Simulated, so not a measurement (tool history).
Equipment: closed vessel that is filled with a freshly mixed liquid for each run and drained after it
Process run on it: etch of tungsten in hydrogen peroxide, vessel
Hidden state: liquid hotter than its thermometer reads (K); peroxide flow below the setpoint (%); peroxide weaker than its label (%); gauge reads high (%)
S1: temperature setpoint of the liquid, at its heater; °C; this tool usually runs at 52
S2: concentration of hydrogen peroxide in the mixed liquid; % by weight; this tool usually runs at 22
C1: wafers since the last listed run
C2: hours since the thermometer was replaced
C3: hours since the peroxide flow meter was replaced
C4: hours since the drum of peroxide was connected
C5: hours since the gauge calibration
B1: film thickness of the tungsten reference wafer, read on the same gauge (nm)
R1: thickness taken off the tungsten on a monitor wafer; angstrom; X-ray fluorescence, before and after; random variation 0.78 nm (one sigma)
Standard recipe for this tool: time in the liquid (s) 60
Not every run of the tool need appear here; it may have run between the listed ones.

{"run": 1, "hour": 0.0, "S1": 52, "S2": 22, "time in the liquid (s)": 60, "C1": 0, "C2": 1993.6, "C3": 355.8, "C4": 1225.7, "C5": 343.5, "B1": 100, "R1": 941.4}
{"run": 2, "hour": 26.6, "S1": 52, "S2": 22, "time in the liquid (s)": 60, "C1": 1924, "C2": 2020.2, "C3": 382.4, "C4": 1252.3, "C5": 370.1, "B1": 99.99, "R1": 938.1}
{"run": 3, "hour": 49.0, "S1": 52, "S2": 22, "time in the liquid (s)": 60, "C1": 1620, "C2": 2042.6, "C3": 404.8, "C4": 1274.7, "C5": 392.5, "B1": 99.99, "R1": 968.9}
{"run": 4, "hour": 73.2, "S1": 52, "S2": 22, "time in the liquid (s)": 60, "C1": 1751, "C2": 2066.8, "C3": 429, "C4": 1298.9, "C5": 416.7, "B1": 100, "R1": 941.7}
{"run": 5, "hour": 94.4, "S1": 52, "S2": 22, "time in the liquid (s)": 60, "C1": 1534, "C2": 2088, "C3": 450.2, "C4": 1320.1, "C5": 437.9, "B1": 100, "R1": 955.6}
{"run": 6, "hour": 108.2, "S1": 52, "S2": 22, "time in the liquid (s)": 60, "C1": 998, "C2": 2101.8, "C3": 464, "C4": 1333.9, "C5": 451.7, "B1": 99.96, "R1": 954}
{"run": 7, "hour": 126.0, "S1": 52, "S2": 22, "time in the liquid (s)": 60, "C1": 1288, "C2": 2119.6, "C3": 481.8, "C4": 1351.7, "C5": 469.5, "B1": 100.01, "R1": 946.9}
{"run": 8, "hour": 188.4, "S1": 52, "S2": 22, "time in the liquid (s)": 60, "C1": 4515, "C2": 2182, "C3": 544.2, "C4": 1414.1, "C5": 531.9, "B1": 100, "R1": 947.8}
{"run": 9, "hour": 218.8, "S1": 52, "S2": 22, "time in the liquid (s)": 60, "C1": 2199, "C2": 2212.4, "C3": 574.6, "C4": 1444.5, "C5": 562.3, "B1": 100, "R1": 958.9}
{"run": 10, "hour": 231.1, "S1": 52, "S2": 22, "time in the liquid (s)": 60, "C1": 890, "C2": 2224.7, "C3": 586.9, "C4": 1456.8, "C5": 574.6, "B1": 100.01, "R1": 958.5}
{"run": 11, "hour": 251.6, "S1": 52, "S2": 22, "time in the liquid (s)": 60, "C1": 1483, "C2": 2245.2, "C3": 607.4, "C4": 1477.3, "C5": 595.1, "B1": 99.98, "R1": 959.2}
{"hour": 263.1, "done": "thermometer replaced"}
{"run": 12, "hour": 287.3, "S1": 52, "S2": 22, "time in the liquid (s)": 60, "C1": 2511, "C2": 24.2, "C3": 643.1, "C4": 1513, "C5": 630.8, "B1": 100, "R1": 838.9}
{"run": 13, "hour": 305.1, "S1": 52, "S2": 22, "time in the liquid (s)": 60, "C1": 1288, "C2": 42, "C3": 660.9, "C4": 1530.8, "C5": 648.6, "B1": 100, "R1": 820.1}
{"run": 14, "hour": 322.5, "S1": 43, "S2": 19.5, "time in the liquid (s)": 30, "C1": 1259, "C2": 59.4, "C3": 678.3, "C4": 1548.2, "C5": 666, "B1": 100, "R1": 224.4}
{"run": 15, "hour": 342.6, "S1": 55, "S2": 28.5, "time in the liquid (s)": 45, "C1": 1454, "C2": 79.5, "C3": 698.4, "C4": 1568.3, "C5": 686.1, "B1": 100.03, "R1": 852.6}
{"run": 16, "hour": 374.1, "S1": 52, "S2": 22, "time in the liquid (s)": 60, "C1": 2279, "C2": 111, "C3": 729.9, "C4": 1599.8, "C5": 717.6, "B1": 100.02, "R1": 845.5}
{"hour": 397.1, "done": "new drum of peroxide connected"}
{"run": 17, "hour": 398.9, "S1": 52, "S2": 22, "time in the liquid (s)": 60, "C1": 1722, "C2": 135.8, "C3": 754.7, "C4": 1.8, "C5": 742.4, "B1": 99.97, "R1": 848.4}
{"hour": 401.3, "done": "gauge calibrated"}
{"run": 18, "hour": 429.4, "S1": 44.5, "S2": 27.5, "time in the liquid (s)": 35, "C1": 2207, "C2": 166.3, "C3": 785.2, "C4": 32.3, "C5": 28.1, "B1": 100.02, "R1": 345.6}
{"run": 19, "hour": 462.3, "S1": 44, "S2": 25, "time in the liquid (s)": 75, "C1": 2380, "C2": 199.2, "C3": 818.1, "C4": 65.2, "C5": 61, "B1": 99.97, "R1": 682.1}
{"hour": 464.3, "done": "peroxide flow meter replaced"}
{"run": 20, "hour": 494.1, "S1": 44.5, "S2": 26.5, "time in the liquid (s)": 75, "C1": 2228, "C2": 231, "C3": 29.8, "C4": 97, "C5": 92.8, "B1": 100.01, "R1": 734.1}
{"run": 21, "hour": 528.6, "S1": 52, "S2": 22, "time in the liquid (s)": 60, "C1": 2496, "C2": 265.5, "C3": 64.3, "C4": 131.5, "C5": 127.3, "B1": 100.01, "R1": 833.2}
{"run": 22, "hour": 563.1, "S1": 59, "S2": 28, "time in the liquid (s)": 30, "C1": 2496, "C2": 300, "C3": 98.8, "C4": 166, "C5": 161.8, "B1": 100, "R1": 727.1}
{"run": 23, "hour": 587.4, "S1": 52, "S2": 22, "time in the liquid (s)": 60, "C1": 1758, "C2": 324.3, "C3": 123.1, "C4": 190.3, "C5": 186.1, "B1": 100.01, "R1": 850.1}
{"run": 24, "hour": 610.1, "S1": 52, "S2": 22, "time in the liquid (s)": 60, "C1": 1642, "C2": 347, "C3": 145.8, "C4": 213, "C5": 208.8, "B1": 100.03, "R1": 848.7}
{"run": 25, "hour": 628.7, "S1": 55.5, "S2": 22, "time in the liquid (s)": 35, "C1": 1345, "C2": 365.6, "C3": 164.4, "C4": 231.6, "C5": 227.4, "B1": 100.02, "R1": 614.7}
{"run": 26, "hour": 654.3, "S1": 49, "S2": 22, "time in the liquid (s)": 80, "C1": 1852, "C2": 391.2, "C3": 190, "C4": 257.2, "C5": 253, "B1": 100, "R1": 939.8}

Selected run-to-run steps in R1, each split into two signed amounts: the part the tool would show with no hidden state at all (from settings, incoming material and random variation), and the remainder, which goes to the hidden state together with any gauge scatter not common to the measured and the hidden-state-free results:
Run 11 -> 12: thermometer replaced. R1 -120.3 angstrom: hidden state -118.4, all else -1.9.
Run 13 -> 14: S1 52 -> 43, S2 22 -> 19.5, time in the liquid (s) 60 -> 30. R1 -595.7 angstrom: hidden state -6, all else -589.7.
Run 14 -> 15: S1 43 -> 55, S2 19.5 -> 28.5, time in the liquid (s) 30 -> 45. R1 +628.2 angstrom: hidden state +8.1, all else +620.1.
Run 25 -> 26: S1 55.5 -> 49, time in the liquid (s) 35 -> 80. R1 +325.1 angstrom: hidden state +11.7, all else +313.4.
